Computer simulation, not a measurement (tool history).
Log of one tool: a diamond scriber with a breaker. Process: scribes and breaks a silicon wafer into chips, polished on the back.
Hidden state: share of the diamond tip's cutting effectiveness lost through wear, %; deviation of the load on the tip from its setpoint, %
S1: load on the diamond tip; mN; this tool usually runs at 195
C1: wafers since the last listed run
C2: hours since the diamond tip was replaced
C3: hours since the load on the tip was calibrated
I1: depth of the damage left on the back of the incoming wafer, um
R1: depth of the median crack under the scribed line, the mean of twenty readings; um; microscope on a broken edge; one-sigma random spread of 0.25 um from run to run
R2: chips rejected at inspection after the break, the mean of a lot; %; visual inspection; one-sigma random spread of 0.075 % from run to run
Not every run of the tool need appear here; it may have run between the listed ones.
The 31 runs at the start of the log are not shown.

run 32 day=94.533 | S1=223 | C1=657 C2=259.8 C3=802.3 | I1=0.04 | R1=15.77 R2=0.90
run 33 day=101.554 | S1=166 | C1=783 C2=428.3 C3=970.8 | I1=0.03 | R1=13.48 R2=3.64
run 34 day=103.646 | S1=159 | C1=233 C2=478.5 C3=1021.0 | I1=0.01 | R1=12.89 R2=4.93
run 35 day=105.454 | S1=195 | C1=201 C2=521.9 C3=1064.4 | I1=0.02 | R1=14.78 R2=1.62
run 36 day=109.333 | S1=231 | C1=432 C2=615.0 C3=1157.5 | I1=0.05 | R1=15.59 R2=1.07
-- day=112.675 diamond tip replaced by a new one
run 37 day=112.696 | S1=153 | C1=366 C2=0.5 C3=1238.2 | I1=0.05 | R1=12.62 R2=6.39
run 38 day=115.067 | S1=195 | C1=264 C2=57.4 C3=1295.1 | I1=0.05 | R1=14.49 R2=1.99
run 39 day=118.825 | S1=160 | C1=419 C2=147.6 C3=1385.3 | I1=0.01 | R1=12.91 R2=5.16
run 40 day=121.275 | S1=171 | C1=273 C2=206.4 C3=1444.1 | I1=0.03 | R1=13.64 R2=4.01

5 ways to go on from here, each from the tool as it stands after run 40. What would each give?
run A day=121.296 | S1=138 | C1=2 C2=206.9 C3=1444.6 | I1=0.03 | R1=? R2=?
run B day=121.296 | S1=217 | C1=2 C2=206.9 C3=1444.6 | I1=0.03 | R1=? R2=?
run C day=121.296 | S1=154 | C1=2 C2=206.9 C3=1444.6 | I1=0.03 | R1=? R2=?
run D day=121.296 | S1=220 | C1=2 C2=206.9 C3=1444.6 | I1=0.03 | R1=? R2=?
run E day=121.296 | S1=137 | C1=2 C2=206.9 C3=1444.6 | I1=0.03 | R1=? R2=?

run=A R1=11.95 R2=8.94
run=B R1=15.09 R2=1.01
run=C R1=12.62 R2=6.01
run=D R1=15.21 R2=0.97
run=E R1=11.91 R2=9.15
Without the tool's hidden state the same runs would have given:
run=A R1=12.99 R2=4.69
run=B R1=16.41 R2=1.33
run=C R1=13.72 R2=2.74
run=D R1=16.53 R2=1.44
run=E R1=12.95 R2=4.84
